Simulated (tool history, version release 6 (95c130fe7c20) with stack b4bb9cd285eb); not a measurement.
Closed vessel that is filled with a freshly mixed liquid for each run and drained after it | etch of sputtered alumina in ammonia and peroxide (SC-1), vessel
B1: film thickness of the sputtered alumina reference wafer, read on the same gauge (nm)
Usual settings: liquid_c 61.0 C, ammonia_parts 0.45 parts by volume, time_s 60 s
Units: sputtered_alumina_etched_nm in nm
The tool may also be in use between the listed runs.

{"run": 1, "hour": 0.0, "liquid_c": 61.0, "ammonia_parts": 0.45, "time_s": 60, "B1": 69.98, "sputtered_alumina_etched_nm": 8.42}
{"run": 2, "hour": 8.8, "liquid_c": 61.0, "ammonia_parts": 0.45, "time_s": 60, "B1": 70.0, "sputtered_alumina_etched_nm": 8.44}
{"run": 3, "hour": 16.7, "liquid_c": 61.0, "ammonia_parts": 0.45, "time_s": 60, "B1": 69.99, "sputtered_alumina_etched_nm": 8.44}
{"run": 4, "hour": 24.0, "liquid_c": 61.0, "ammonia_parts": 0.35, "time_s": 60, "B1": 70.0, "sputtered_alumina_etched_nm": 8.27}
{"run": 5, "hour": 30.2, "liquid_c": 61.0, "ammonia_parts": 0.35, "time_s": 60, "B1": 70.0, "sputtered_alumina_etched_nm": 8.26}
{"run": 6, "hour": 38.2, "liquid_c": 61.0, "ammonia_parts": 0.35, "time_s": 60, "B1": 70.0, "sputtered_alumina_etched_nm": 8.26}
{"run": 7, "hour": 55.6, "liquid_c": 61.0, "ammonia_parts": 0.45, "time_s": 60, "B1": 70.02, "sputtered_alumina_etched_nm": 8.53}
{"run": 8, "hour": 72.9, "liquid_c": 61.0, "ammonia_parts": 0.45, "time_s": 60, "B1": 70.01, "sputtered_alumina_etched_nm": 8.43}
{"run": 9, "hour": 85.3, "liquid_c": 61.0, "ammonia_parts": 0.45, "time_s": 60, "B1": 69.98, "sputtered_alumina_etched_nm": 8.52}
{"hour": 92.2, "done": "gauge calibrated"}
{"run": 10, "hour": 101.9, "liquid_c": 61.0, "ammonia_parts": 0.45, "time_s": 60, "B1": 70.02, "sputtered_alumina_etched_nm": 8.49}
{"hour": 106.9, "done": "ammonia flow meter replaced"}
{"run": 11, "hour": 117.4, "liquid_c": 61.0, "ammonia_parts": 0.45, "time_s": 60, "B1": 70.01, "sputtered_alumina_etched_nm": 8.56}
{"run": 12, "hour": 127.2, "liquid_c": 61.0, "ammonia_parts": 0.45, "time_s": 60, "B1": 69.99, "sputtered_alumina_etched_nm": 8.48}
{"run": 13, "hour": 135.7, "liquid_c": 51.5, "ammonia_parts": 0.6, "time_s": 70, "B1": 69.99, "sputtered_alumina_etched_nm": 6.21}
{"hour": 145.2, "done": "thermometer replaced"}
{"run": 14, "hour": 153.6, "liquid_c": 61.0, "ammonia_parts": 0.45, "time_s": 60, "B1": 70.02, "sputtered_alumina_etched_nm": 9.16}
{"hour": 160.6, "done": "new drum of ammonia solution connected"}
{"run": 15, "hour": 165.2, "liquid_c": 69.5, "ammonia_parts": 0.35, "time_s": 60, "B1": 69.99, "sputtered_alumina_etched_nm": 13.57}
{"run": 16, "hour": 176.3, "liquid_c": 67.0, "ammonia_parts": 0.35, "time_s": 30, "B1": 70.0, "sputtered_alumina_etched_nm": 6.03}
{"run": 17, "hour": 182.8, "liquid_c": 68.5, "ammonia_parts": 0.6, "time_s": 75, "B1": 70.0, "sputtered_alumina_etched_nm": 17.0}
{"run": 18, "hour": 196.5, "liquid_c": 61.0, "ammonia_parts": 0.45, "time_s": 60, "B1": 69.96, "sputtered_alumina_etched_nm": 9.19}
{"hour": 204.4, "done": "thermometer replaced, repeated, since the last time left the tool worse"}
{"run": 19, "hour": 204.8, "liquid_c": 54.0, "ammonia_parts": 0.45, "time_s": 85, "B1": 70.03, "sputtered_alumina_etched_nm": 7.74}
{"run": 20, "hour": 214.9, "liquid_c": 61.0, "ammonia_parts": 0.45, "time_s": 60, "B1": 70.03, "sputtered_alumina_etched_nm": 7.87}
{"run": 21, "hour": 223.9, "liquid_c": 61.0, "ammonia_parts": 0.4, "time_s": 60, "B1": 70.03, "sputtered_alumina_etched_nm": 7.76}
{"run": 22, "hour": 236.1, "liquid_c": 61.0, "ammonia_parts": 0.35, "time_s": 60, "B1": 69.99, "sputtered_alumina_etched_nm": 7.66}
{"run": 23, "hour": 249.3, "liquid_c": 66.0, "ammonia_parts": 0.55, "time_s": 90, "B1": 69.99, "sputtered_alumina_etched_nm": 15.43}
{"run": 24, "hour": 258.2, "liquid_c": 67.5, "ammonia_parts": 0.45, "time_s": 35, "B1": 69.99, "sputtered_alumina_etched_nm": 6.36}
{"run": 25, "hour": 267.1, "liquid_c": 61.0, "ammonia_parts": 0.45, "time_s": 60, "B1": 70.03, "sputtered_alumina_etched_nm": 7.86}

Hidden state or all else? Some run-to-run changes of sputtered_alumina_etched_nm, split into what the settings, what came in and random variation would give without the hidden state, and what is left for the hidden state (with any gauge scatter that isn't in both results):
The hidden state here: liquid hotter than its thermometer reads (K); ammonia flow above the setpoint (%); ammonia solution weaker than its label (%); gauge reads high (%).
Run 16 -> 17: liquid_c 67.0 -> 68.5, ammonia_parts 0.35 -> 0.60, time_s 30 -> 75. sputtered_alumina_etched_nm +10.97 nm: hidden state +1.56, all else +9.41.
Run 18 -> 19: liquid_c 61.0 -> 54.0, time_s 60 -> 85, thermometer replaced, repeated, since the last time left the tool worse. sputtered_alumina_etched_nm -1.45 nm: hidden state -1.34, all else -0.11.
Run 23 -> 24: liquid_c 66.0 -> 67.5, ammonia_parts 0.55 -> 0.45, time_s 90 -> 35. sputtered_alumina_etched_nm -9.07 nm: hidden state -0.06, all else -9.01.
